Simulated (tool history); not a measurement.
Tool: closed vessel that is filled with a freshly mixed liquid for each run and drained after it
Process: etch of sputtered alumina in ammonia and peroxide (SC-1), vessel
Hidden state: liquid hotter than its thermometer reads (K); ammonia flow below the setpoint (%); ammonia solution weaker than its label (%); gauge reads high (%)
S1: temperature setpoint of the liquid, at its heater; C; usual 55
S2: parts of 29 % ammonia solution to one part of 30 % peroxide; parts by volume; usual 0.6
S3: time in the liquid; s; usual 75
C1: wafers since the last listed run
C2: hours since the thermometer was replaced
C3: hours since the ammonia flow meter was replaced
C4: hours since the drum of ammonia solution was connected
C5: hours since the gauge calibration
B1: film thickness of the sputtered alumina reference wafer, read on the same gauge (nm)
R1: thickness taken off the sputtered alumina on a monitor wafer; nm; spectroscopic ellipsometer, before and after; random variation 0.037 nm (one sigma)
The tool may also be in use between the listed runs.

run 1 day=0 | S1=58 S2=0.6 S3=75 | C1=0 C2=1999.3 C3=238.5 C4=1010.4 C5=240.3 | B1=109.99 | R1=5.65
-- day=1.829 new drum of ammonia solution connected
run 2 day=13.354 | S1=58 S2=0.6 S3=75 | C1=28179 C2=2319.8 C3=559 C4=276.6 C5=560.8 | B1=109.994 | R1=5.668
run 3 day=14.867 | S1=58 S2=0.6 S3=75 | C1=3201 C2=2356.1 C3=595.3 C4=312.9 C5=597.1 | B1=109.997 | R1=5.727
run 4 day=19.054 | S1=49 S2=0.6 S3=75 | C1=8863 C2=2456.6 C3=695.8 C4=413.4 C5=697.6 | B1=110.02 | R1=3.53
run 5 day=21.067 | S1=49 S2=0.6 S3=75 | C1=4260 C2=2504.9 C3=744.1 C4=461.7 C5=745.9 | B1=109.993 | R1=3.575
run 6 day=22.662 | S1=58.5 S2=0.4 S3=75 | C1=3378 C2=2543.2 C3=782.4 C4=500 C5=784.2 | B1=110.019 | R1=5.604
run 7 day=25.829 | S1=48 S2=0.9 S3=75 | C1=6703 C2=2619.2 C3=858.4 C4=576 C5=860.2 | B1=109.998 | R1=3.514
run 8 day=29.596 | S1=55 S2=0.45 S3=75 | C1=7973 C2=2709.6 C3=948.8 C4=666.4 C5=950.6 | B1=110.015 | R1=4.828
-- day=29.754 thermometer replaced
run 9 day=32.871 | S1=55 S2=0.35 S3=45 | C1=6844 C2=74.8 C3=1027.4 C4=745 C5=1029.2 | B1=110.008 | R1=2.601
run 10 day=35.821 | S1=55 S2=0.35 S3=45 | C1=6244 C2=145.6 C3=1098.2 C4=815.8 C5=1100 | B1=109.993 | R1=2.636
run 11 day=37.408 | S1=60.5 S2=0.85 S3=60 | C1=3360 C2=183.7 C3=1136.3 C4=853.9 C5=1138.1 | B1=110 | R1=5.013
run 12 day=41.633 | S1=55 S2=0.7 S3=85 | C1=8943 C2=285.1 C3=1237.7 C4=955.3 C5=1239.5 | B1=109.994 | R1=5.245
run 13 day=45.275 | S1=49 S2=0.8 S3=100 | C1=7708 C2=372.5 C3=1325.1 C4=1042.7 C5=1326.9 | B1=110.014 | R1=4.471
run 14 day=49.271 | S1=50.5 S2=0.75 S3=100 | C1=8458 C2=468.4 C3=1421 C4=1138.6 C5=1422.8 | B1=109.995 | R1=4.858
-- day=50.025 new drum of ammonia solution connected
run 15 day=50.842 | S1=55 S2=0.4 S3=50 | C1=3236 C2=506.1 C3=1458.7 C4=19.6 C5=1460.5 | B1=109.989 | R1=2.953
run 16 day=54.746 | S1=55 S2=0.6 S3=75 | C1=8264 C2=599.8 C3=1552.4 C4=113.3 C5=1554.2 | B1=110.014 | R1=4.688
run 17 day=58.688 | S1=55 S2=0.9 S3=75 | C1=8343 C2=694.4 C3=1647 C4=207.9 C5=1648.8 | B1=109.987 | R1=4.746
run 18 day=61.033 | S1=55 S2=0.6 S3=75 | C1=4965 C2=750.7 C3=1703.3 C4=264.2 C5=1705.1 | B1=109.984 | R1=4.634
-- day=62.746 ammonia flow meter replaced
run 19 day=63.688 | S1=55 S2=0.6 S3=95 | C1=5530 C2=814.4 C3=22.6 C4=327.9 C5=1768.8 | B1=109.999 | R1=5.894
run 20 day=66.712 | S1=49 S2=0.4 S3=35 | C1=6403 C2=887 C3=95.2 C4=400.5 C5=1841.4 | B1=109.975 | R1=1.507
run 21 day=69.588 | S1=48.5 S2=0.85 S3=95 | C1=6085 C2=956 C3=164.2 C4=469.5 C5=1910.4 | B1=110.006 | R1=4.283
run 22 day=73.333 | S1=61.5 S2=0.6 S3=75 | C1=7929 C2=1045.9 C3=254.1 C4=559.4 C5=2000.3 | B1=109.989 | R1=6.663
run 23 day=77.462 | S1=64.5 S2=0.5 S3=30 | C1=8740 C2=1145 C3=353.2 C4=658.5 C5=2099.4 | B1=110.008 | R1=2.978
run 24 day=81.662 | S1=55 S2=0.6 S3=75 | C1=8890 C2=1245.8 C3=454 C4=759.3 C5=2200.2 | B1=110.011 | R1=4.709
run 25 day=85.883 | S1=55 S2=0.35 S3=75 | C1=8934 C2=1347.1 C3=555.3 C4=860.6 C5=2301.5 | B1=110.001 | R1=4.543
run 26 day=88.733 | S1=55 S2=0.6 S3=75 | C1=6032 C2=1415.5 C3=623.7 C4=929 C5=2369.9 | B1=109.978 | R1=4.78
run 27 day=92.271 | S1=55 S2=0.8 S3=55 | C1=7488 C2=1500.4 C3=708.6 C4=1013.9 C5=2454.8 | B1=110.013 | R1=3.625
run 28 day=96.538 | S1=46 S2=0.9 S3=55 | C1=9031 C2=1602.8 C3=811 C4=1116.3 C5=2557.2 | B1=110.014 | R1=2.229
run 29 day=98.725 | S1=55 S2=0.75 S3=75 | C1=4630 C2=1655.3 C3=863.5 C4=1168.8 C5=2609.7 | B1=109.987 | R1=4.963

3 ways to go on from here, each from the tool as it stands after run 29. What would each give?
run A day=98.754 | S1=55 S2=0.6 S3=75 | C1=61 C2=1656 C3=864.2 C4=1169.5 C5=2610.4 | B1=? | R1=?
run B day=98.754 | S1=55 S2=0.4 S3=75 | C1=61 C2=1656 C3=864.2 C4=1169.5 C5=2610.4 | B1=? | R1=?
run C day=98.754 | S1=55 S2=0.5 S3=65 | C1=61 C2=1656 C3=864.2 C4=1169.5 C5=2610.4 | B1=? | R1=?

run=A B1=110.001 R1=4.815
run=B B1=110.001 R1=4.633
run=C B1=110.001 R1=4.102
Without the tool's hidden state the same runs would have given:
run=A R1=4.467
run=B R1=4.298
run=C R1=3.805
